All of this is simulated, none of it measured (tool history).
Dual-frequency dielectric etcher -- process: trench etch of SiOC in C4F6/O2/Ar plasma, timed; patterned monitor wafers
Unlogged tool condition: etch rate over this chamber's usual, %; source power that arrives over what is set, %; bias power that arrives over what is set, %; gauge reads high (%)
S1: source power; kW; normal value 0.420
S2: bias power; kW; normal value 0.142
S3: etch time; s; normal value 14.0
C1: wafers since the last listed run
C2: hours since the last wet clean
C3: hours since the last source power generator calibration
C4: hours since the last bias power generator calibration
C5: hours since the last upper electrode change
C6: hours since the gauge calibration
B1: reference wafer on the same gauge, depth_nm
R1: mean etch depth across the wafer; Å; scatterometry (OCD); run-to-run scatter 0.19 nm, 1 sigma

run	hour	S1	S2	S3	C1	C2	C3	C4	C5	C6	B1	R1
1	0.0	0.420	0.142	14.0	0	152.6	3494.9	3753.6	1793.1	100.5	29.20	298.3
2	36.7	0.470	0.142	14.0	729	189.3	3531.6	3790.3	1829.8	137.2	29.24	313.8
3	91.7	0.470	0.142	14.0	1093	244.3	3586.6	3845.3	1884.8	192.2	29.23	315.9
4	149.7	0.470	0.142	14.0	1153	302.3	3644.6	3903.3	1942.8	250.2	29.19	315.2
5	214.8	0.420	0.142	14.0	1294	367.4	3709.7	3968.4	2007.9	315.3	29.20	300.4
6	262.2	0.420	0.142	14.0	942	414.8	3757.1	4015.8	2055.3	362.7	29.16	299.8
7	299.1	0.420	0.142	12.0	733	451.7	3794.0	4052.7	2092.2	399.6	29.18	256.3
8	366.6	0.420	0.142	12.0	1342	519.2	3861.5	4120.2	2159.7	467.1	29.16	257.5
# hour 379.9: source power generator calibrated
# hour 388.7: bias power generator calibrated
# hour 409.0: wet clean of the chamber
9	413.5	0.420	0.142	12.0	369	4.5	33.6	24.8	2206.6	514.0	29.19	257.1
10	453.1	0.420	0.168	14.0	787	44.1	73.2	64.4	2246.2	553.6	29.19	312.1
11	501.1	0.420	0.168	14.0	954	92.1	121.2	112.4	2294.2	601.6	29.20	314.3
12	571.5	0.450	0.142	14.0	1400	162.5	191.6	182.8	2364.6	672.0	29.18	307.1
13	597.3	0.420	0.142	14.0	513	188.3	217.4	208.6	2390.4	697.8	29.18	301.1
14	656.1	0.420	0.142	15.5	1169	247.1	276.2	267.4	2449.2	756.6	29.21	333.2
15	724.9	0.500	0.142	14.0	1368	315.9	345.0	336.2	2518.0	825.4	29.25	321.5
16	771.6	0.420	0.129	14.0	928	362.6	391.7	382.9	2564.7	872.1	29.18	296.5
# hour 774.8: gauge calibrated
17	820.1	0.340	0.142	14.0	964	411.1	440.2	431.4	2613.2	45.3	29.18	275.5
18	873.0	0.380	0.161	11.5	1052	464.0	493.1	484.3	2666.1	98.2	29.18	240.8
# hour 907.4: upper electrode replaced
# hour 920.9: wet clean of the chamber
19	921.4	0.330	0.142	14.0	215	0.5	541.5	532.7	14.0	146.6	29.22	268.6
20	958.4	0.490	0.142	14.0	735	37.5	578.5	569.7	51.0	183.6	29.19	317.5
21	1029.9	0.470	0.126	12.5	1421	109.0	650.0	641.2	122.5	255.1	29.23	276.5
22	1069.8	0.340	0.174	12.5	793	148.9	689.9	681.1	162.4	295.0	29.24	257.9
23	1112.4	0.420	0.142	14.0	847	191.5	732.5	723.7	205.0	337.6	29.25	300.8
24	1154.4	0.470	0.123	17.5	835	233.5	774.5	765.7	247.0	379.6	29.19	380.0
25	1212.4	0.370	0.177	16.0	1153	291.5	832.5	823.7	305.0	437.6	29.20	342.6

Exercise: give the hidden state of the tool at every run:
etch rate over this chamber's usual, %: 0 in every run
source power that arrives over what is set, %: 0 in every run
bias power that arrives over what is set, %: 0 in every run
gauge reads high (%): 0 in every run

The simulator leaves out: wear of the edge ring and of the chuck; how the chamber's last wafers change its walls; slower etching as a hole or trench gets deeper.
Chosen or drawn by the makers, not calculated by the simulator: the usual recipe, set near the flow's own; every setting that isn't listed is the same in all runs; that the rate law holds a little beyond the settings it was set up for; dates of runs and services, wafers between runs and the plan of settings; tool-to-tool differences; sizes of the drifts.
